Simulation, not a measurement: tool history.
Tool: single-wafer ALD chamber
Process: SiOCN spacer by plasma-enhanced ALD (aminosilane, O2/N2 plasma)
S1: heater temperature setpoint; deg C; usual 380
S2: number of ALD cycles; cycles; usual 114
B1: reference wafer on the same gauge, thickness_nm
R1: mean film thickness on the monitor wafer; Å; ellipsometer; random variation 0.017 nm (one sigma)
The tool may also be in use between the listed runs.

run,day,S1,S2,B1,R1
1,0.000,380,114,5.931,69.27
2,2.317,380,114,5.929,68.90
3,4.258,380,114,5.927,69.35
4,5.921,380,114,5.929,69.23
5,8.062,380,114,5.935,69.15
6,9.958,380,114,5.923,69.39
7,11.088,380,114,5.936,69.04
8,12.554,386,114,5.935,69.16
9,14.646,380,114,5.933,69.08
10,16.242,380,114,5.928,68.81
11,19.033,380,114,5.928,69.09
12,21.092,370,114,5.935,68.94
13,22.408,375,114,5.930,69.09
14,24.221,375,114,5.930,69.26
15,26.262,380,97,5.935,58.90
16,27.333,380,97,5.928,58.81
17,30.029,386,114,5.931,69.24
18,31.271,369,128,5.936,77.59
19,33.008,387,101,5.929,61.11
20,34.500,391,101,5.935,61.60
21,36.121,384,114,5.930,68.77
22,39.000,380,114,5.929,69.16
23,41.908,370,114,5.929,69.20
24,43.258,375,103,5.928,62.39
25,44.571,365,126,5.932,76.20
26,46.975,366,95,5.934,57.85
27,48.788,373,122,5.926,73.69
28,51.225,380,114,5.927,69.03
29,53.571,380,114,5.933,68.71
30,54.712,389,134,5.929,81.21
31,56.604,387,123,5.936,74.47
32,59.338,380,114,5.922,68.94
33,60.738,387,123,5.927,74.46

Taken out of this log: 3 entries between the listed runs. Where each belongs, and how the hidden state differs across it:
Between runs 4 and 5: thermocouple changed; heater temperature recalibrated (day 7.479)
  no hidden state differs between the two runs
Between runs 20 and 21: gauge calibrated (day 34.779)
  no hidden state differs between the two runs
Between runs 24 and 25: thermocouple changed; heater temperature recalibrated (day 43.892)
  no hidden state differs between the two runs

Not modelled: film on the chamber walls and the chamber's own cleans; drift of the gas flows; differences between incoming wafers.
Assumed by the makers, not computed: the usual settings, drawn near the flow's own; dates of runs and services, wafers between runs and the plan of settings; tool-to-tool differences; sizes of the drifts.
